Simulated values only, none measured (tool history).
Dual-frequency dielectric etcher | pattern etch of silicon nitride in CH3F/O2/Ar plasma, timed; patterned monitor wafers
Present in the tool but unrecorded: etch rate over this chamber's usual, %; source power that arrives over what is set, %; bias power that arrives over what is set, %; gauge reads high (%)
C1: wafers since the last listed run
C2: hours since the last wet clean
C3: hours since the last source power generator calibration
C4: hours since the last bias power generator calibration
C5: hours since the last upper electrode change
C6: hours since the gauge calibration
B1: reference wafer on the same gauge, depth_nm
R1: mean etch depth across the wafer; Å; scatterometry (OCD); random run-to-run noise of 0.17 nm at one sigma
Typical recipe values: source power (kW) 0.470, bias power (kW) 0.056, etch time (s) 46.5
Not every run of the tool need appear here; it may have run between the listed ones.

{"run": 1, "hour": 0.0, "source power (kW)": 0.43, "bias power (kW)": 0.056, "etch time (s)": 46.5, "C1": 0, "C2": 510.1, "C3": 4039.0, "C4": 2174.2, "C5": 3513.2, "C6": 112.4, "B1": 27.89, "R1": 319.6}
{"hour": 18.9, "done": "wet clean of the chamber"}
{"run": 2, "hour": 19.4, "source power (kW)": 0.47, "bias power (kW)": 0.056, "etch time (s)": 54.5, "C1": 4, "C2": 0.5, "C3": 4058.4, "C4": 2193.6, "C5": 3532.6, "C6": 131.8, "B1": 27.9, "R1": 381.3}
{"run": 3, "hour": 64.7, "source power (kW)": 0.47, "bias power (kW)": 0.051, "etch time (s)": 46.5, "C1": 415, "C2": 45.8, "C3": 4103.7, "C4": 2238.9, "C5": 3577.9, "C6": 177.1, "B1": 27.89, "R1": 313.8}
{"run": 4, "hour": 81.3, "source power (kW)": 0.47, "bias power (kW)": 0.051, "etch time (s)": 46.5, "C1": 152, "C2": 62.4, "C3": 4120.3, "C4": 2255.5, "C5": 3594.5, "C6": 193.7, "B1": 27.94, "R1": 317.2}
{"run": 5, "hour": 116.8, "source power (kW)": 0.47, "bias power (kW)": 0.051, "etch time (s)": 46.5, "C1": 325, "C2": 97.9, "C3": 4155.8, "C4": 2291.0, "C5": 3630.0, "C6": 229.2, "B1": 27.87, "R1": 312.7}
{"run": 6, "hour": 139.9, "source power (kW)": 0.47, "bias power (kW)": 0.059, "etch time (s)": 57.5, "C1": 212, "C2": 121.0, "C3": 4178.9, "C4": 2314.1, "C5": 3653.1, "C6": 252.3, "B1": 27.85, "R1": 413.4}
{"run": 7, "hour": 187.9, "source power (kW)": 0.47, "bias power (kW)": 0.059, "etch time (s)": 57.5, "C1": 440, "C2": 169.0, "C3": 4226.9, "C4": 2362.1, "C5": 3701.1, "C6": 300.3, "B1": 27.87, "R1": 413.4}
{"hour": 228.5, "done": "upper electrode replaced, of another model than before"}
{"run": 8, "hour": 229.0, "source power (kW)": 0.47, "bias power (kW)": 0.056, "etch time (s)": 54.0, "C1": 156, "C2": 210.1, "C3": 4268.0, "C4": 2403.2, "C5": 0.5, "C6": 341.4, "B1": 27.93, "R1": 380.4}
{"run": 9, "hour": 246.5, "source power (kW)": 0.47, "bias power (kW)": 0.056, "etch time (s)": 54.0, "C1": 160, "C2": 227.6, "C3": 4285.5, "C4": 2420.7, "C5": 18.0, "C6": 358.9, "B1": 27.9, "R1": 385.2}
{"run": 10, "hour": 267.8, "source power (kW)": 0.47, "bias power (kW)": 0.066, "etch time (s)": 46.5, "C1": 195, "C2": 248.9, "C3": 4306.8, "C4": 2442.0, "C5": 39.3, "C6": 380.2, "B1": 27.95, "R1": 342.8}
{"run": 11, "hour": 285.0, "source power (kW)": 0.47, "bias power (kW)": 0.066, "etch time (s)": 46.5, "C1": 157, "C2": 266.1, "C3": 4324.0, "C4": 2459.2, "C5": 56.5, "C6": 397.4, "B1": 27.87, "R1": 347.7}
{"run": 12, "hour": 309.2, "source power (kW)": 0.47, "bias power (kW)": 0.066, "etch time (s)": 46.5, "C1": 222, "C2": 290.3, "C3": 4348.2, "C4": 2483.4, "C5": 80.7, "C6": 421.6, "B1": 27.87, "R1": 344.3}
{"run": 13, "hour": 333.7, "source power (kW)": 0.47, "bias power (kW)": 0.049, "etch time (s)": 46.5, "C1": 224, "C2": 314.8, "C3": 4372.7, "C4": 2507.9, "C5": 105.2, "C6": 446.1, "B1": 27.88, "R1": 324.3}
{"hour": 359.7, "done": "gauge calibrated"}
{"run": 14, "hour": 368.6, "source power (kW)": 0.57, "bias power (kW)": 0.052, "etch time (s)": 37.5, "C1": 320, "C2": 349.7, "C3": 4407.6, "C4": 2542.8, "C5": 140.1, "C6": 8.9, "B1": 27.9, "R1": 288.1}
{"run": 15, "hour": 395.0, "source power (kW)": 0.47, "bias power (kW)": 0.056, "etch time (s)": 46.5, "C1": 242, "C2": 376.1, "C3": 4434.0, "C4": 2569.2, "C5": 166.5, "C6": 35.3, "B1": 27.88, "R1": 336.4}
{"run": 16, "hour": 420.4, "source power (kW)": 0.39, "bias power (kW)": 0.056, "etch time (s)": 40.0, "C1": 233, "C2": 401.5, "C3": 4459.4, "C4": 2594.6, "C5": 191.9, "C6": 60.7, "B1": 27.93, "R1": 269.6}
{"hour": 432.6, "done": "bias power generator calibrated"}
{"hour": 455.5, "done": "wet clean of the chamber"}
{"run": 17, "hour": 456.0, "source power (kW)": 0.52, "bias power (kW)": 0.052, "etch time (s)": 52.0, "C1": 79, "C2": 0.5, "C3": 4495.0, "C4": 23.4, "C5": 227.5, "C6": 96.3, "B1": 27.87, "R1": 375.0}
{"run": 18, "hour": 471.5, "source power (kW)": 0.56, "bias power (kW)": 0.062, "etch time (s)": 38.0, "C1": 142, "C2": 16.0, "C3": 4510.5, "C4": 38.9, "C5": 243.0, "C6": 111.8, "B1": 27.9, "R1": 293.4}
{"hour": 476.9, "done": "source power generator calibrated"}
{"run": 19, "hour": 488.9, "source power (kW)": 0.55, "bias power (kW)": 0.066, "etch time (s)": 60.0, "C1": 122, "C2": 33.4, "C3": 12.0, "C4": 56.3, "C5": 260.4, "C6": 129.2, "B1": 27.86, "R1": 462.3}
{"run": 20, "hour": 518.9, "source power (kW)": 0.47, "bias power (kW)": 0.051, "etch time (s)": 37.5, "C1": 275, "C2": 63.4, "C3": 42.0, "C4": 86.3, "C5": 290.4, "C6": 159.2, "B1": 27.89, "R1": 260.0}
{"run": 21, "hour": 553.0, "source power (kW)": 0.57, "bias power (kW)": 0.065, "etch time (s)": 52.5, "C1": 313, "C2": 97.5, "C3": 76.1, "C4": 120.4, "C5": 324.5, "C6": 193.3, "B1": 27.9, "R1": 413.3}
{"run": 22, "hour": 579.0, "source power (kW)": 0.5, "bias power (kW)": 0.048, "etch time (s)": 52.0, "C1": 238, "C2": 123.5, "C3": 102.1, "C4": 146.4, "C5": 350.5, "C6": 219.3, "B1": 27.88, "R1": 367.7}
{"run": 23, "hour": 594.0, "source power (kW)": 0.47, "bias power (kW)": 0.066, "etch time (s)": 46.5, "C1": 137, "C2": 138.5, "C3": 117.1, "C4": 161.4, "C5": 365.5, "C6": 234.3, "B1": 27.86, "R1": 343.3}
{"run": 24, "hour": 615.4, "source power (kW)": 0.47, "bias power (kW)": 0.051, "etch time (s)": 37.5, "C1": 196, "C2": 159.9, "C3": 138.5, "C4": 182.8, "C5": 386.9, "C6": 255.7, "B1": 27.9, "R1": 261.5}

What if the next run were any one of these 5? Each begins from the tool's condition after run 24:
{"run": "A", "hour": 615.8, "source power (kW)": 0.47, "bias power (kW)": 0.056, "etch time (s)": 46.5, "C1": 3, "C2": 160.3, "C3": 138.9, "C4": 183.2, "C5": 387.3, "C6": 256.1, "B1": "?", "R1": "?"}
{"run": "B", "hour": 615.8, "source power (kW)": 0.4, "bias power (kW)": 0.056, "etch time (s)": 37.5, "C1": 3, "C2": 160.3, "C3": 138.9, "C4": 183.2, "C5": 387.3, "C6": 256.1, "B1": "?", "R1": "?"}
{"run": "C", "hour": 615.8, "source power (kW)": 0.57, "bias power (kW)": 0.065, "etch time (s)": 59.5, "C1": 3, "C2": 160.3, "C3": 138.9, "C4": 183.2, "C5": 387.3, "C6": 256.1, "B1": "?", "R1": "?"}
{"run": "D", "hour": 615.8, "source power (kW)": 0.47, "bias power (kW)": 0.056, "etch time (s)": 57.0, "C1": 3, "C2": 160.3, "C3": 138.9, "C4": 183.2, "C5": 387.3, "C6": 256.1, "B1": "?", "R1": "?"}
{"run": "E", "hour": 615.8, "source power (kW)": 0.39, "bias power (kW)": 0.069, "etch time (s)": 46.5, "C1": 3, "C2": 160.3, "C3": 138.9, "C4": 183.2, "C5": 387.3, "C6": 256.1, "B1": "?", "R1": "?"}

run=A B1=27.89 R1=327.3
run=B B1=27.89 R1=247.2
run=C B1=27.89 R1=467.7
run=D B1=27.89 R1=401.2
run=E B1=27.89 R1=318.4
The same runs, with their run-to-run variation unchanged, on a tool lacking any hidden condition would have given:
run=A R1=321.0
run=B R1=242.5
run=C R1=458.8
run=D R1=393.5
run=E R1=312.2

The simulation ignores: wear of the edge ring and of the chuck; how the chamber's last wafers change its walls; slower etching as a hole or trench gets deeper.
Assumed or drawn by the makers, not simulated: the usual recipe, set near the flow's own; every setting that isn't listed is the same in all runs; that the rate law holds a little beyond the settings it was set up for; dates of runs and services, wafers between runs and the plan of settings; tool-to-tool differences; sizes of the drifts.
